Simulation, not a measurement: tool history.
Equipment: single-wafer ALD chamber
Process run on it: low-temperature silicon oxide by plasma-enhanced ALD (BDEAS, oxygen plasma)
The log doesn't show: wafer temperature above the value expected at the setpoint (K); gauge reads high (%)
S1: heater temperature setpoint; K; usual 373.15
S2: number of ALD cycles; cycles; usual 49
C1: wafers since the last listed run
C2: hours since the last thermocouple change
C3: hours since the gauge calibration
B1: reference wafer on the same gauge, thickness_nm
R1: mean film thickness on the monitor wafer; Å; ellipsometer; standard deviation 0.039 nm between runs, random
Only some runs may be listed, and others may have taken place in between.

run 1 hour=0.0 | S1=373.15 S2=49 | C1=0 C2=1113.3 C3=280.9 | B1=6.826 | R1=65.21
run 2 hour=20.3 | S1=373.15 S2=49 | C1=94 C2=1133.6 C3=301.2 | B1=6.843 | R1=65.58
run 3 hour=80.1 | S1=373.15 S2=49 | C1=278 C2=1193.4 C3=361.0 | B1=6.819 | R1=65.14
run 4 hour=102.3 | S1=373.15 S2=52 | C1=103 C2=1215.6 C3=383.2 | B1=6.831 | R1=68.58
run 5 hour=122.2 | S1=373.15 S2=52 | C1=92 C2=1235.5 C3=403.1 | B1=6.824 | R1=68.95
run 6 hour=138.8 | S1=373.15 S2=49 | C1=77 C2=1252.1 C3=419.7 | B1=6.816 | R1=65.42
run 7 hour=172.3 | S1=373.15 S2=49 | C1=155 C2=1285.6 C3=453.2 | B1=6.815 | R1=64.79
run 8 hour=205.1 | S1=373.15 S2=49 | C1=152 C2=1318.4 C3=486.0 | B1=6.809 | R1=65.88
run 9 hour=232.0 | S1=373.15 S2=49 | C1=125 C2=1345.3 C3=512.9 | B1=6.804 | R1=65.58
run 10 hour=262.8 | S1=370.15 S2=46 | C1=143 C2=1376.1 C3=543.7 | B1=6.808 | R1=60.97
run 11 hour=294.6 | S1=370.15 S2=46 | C1=147 C2=1407.9 C3=575.5 | B1=6.811 | R1=61.45
run 12 hour=306.7 | S1=358.15 S2=58 | C1=56 C2=1420.0 C3=587.6 | B1=6.796 | R1=81.67
-- hour=338.2 gauge calibrated
run 13 hour=396.5 | S1=373.15 S2=49 | C1=417 C2=1509.8 C3=58.3 | B1=6.944 | R1=66.09
-- hour=426.8 thermocouple changed; heater temperature recalibrated
run 14 hour=427.3 | S1=386.15 S2=49 | C1=106 C2=0.5 C3=89.1 | B1=6.924 | R1=65.11
run 15 hour=461.4 | S1=368.15 S2=53 | C1=158 C2=34.6 C3=123.2 | B1=6.915 | R1=73.05
run 16 hour=488.1 | S1=373.15 S2=49 | C1=124 C2=61.3 C3=149.9 | B1=6.918 | R1=65.69
run 17 hour=516.4 | S1=373.15 S2=49 | C1=131 C2=89.6 C3=178.2 | B1=6.898 | R1=65.81
run 18 hour=532.6 | S1=367.15 S2=43 | C1=75 C2=105.8 C3=194.4 | B1=6.889 | R1=58.62
run 19 hour=562.1 | S1=364.15 S2=55 | C1=137 C2=135.3 C3=223.9 | B1=6.881 | R1=76.33
run 20 hour=591.2 | S1=358.15 S2=55 | C1=135 C2=164.4 C3=253.0 | B1=6.876 | R1=77.22
run 21 hour=616.7 | S1=373.15 S2=58 | C1=118 C2=189.9 C3=278.5 | B1=6.872 | R1=77.29
run 22 hour=646.2 | S1=381.15 S2=40 | C1=137 C2=219.4 C3=308.0 | B1=6.875 | R1=52.63

Alternative continuations, all from the tool just after run 22; predict every row:
run A hour=646.7 | S1=373.15 S2=49 | C1=2 C2=219.9 C3=308.5 | B1=? | R1=?
run B hour=646.7 | S1=386.15 S2=45 | C1=2 C2=219.9 C3=308.5 | B1=? | R1=?
run C hour=646.7 | S1=358.15 S2=56 | C1=2 C2=219.9 C3=308.5 | B1=? | R1=?
run D hour=646.7 | S1=367.15 S2=49 | C1=2 C2=219.9 C3=308.5 | B1=? | R1=?
run E hour=646.7 | S1=373.15 S2=42 | C1=2 C2=219.9 C3=308.5 | B1=? | R1=?

run=A B1=6.864 R1=66.43
run=B B1=6.864 R1=59.75
run=C B1=6.864 R1=79.54
run=D B1=6.864 R1=67.70
run=E B1=6.864 R1=56.94
With no hidden state in the tool, these same runs would have given:
run=A R1=67.54
run=B R1=60.74
run=C R1=80.86
run=D R1=68.82
run=E R1=57.89
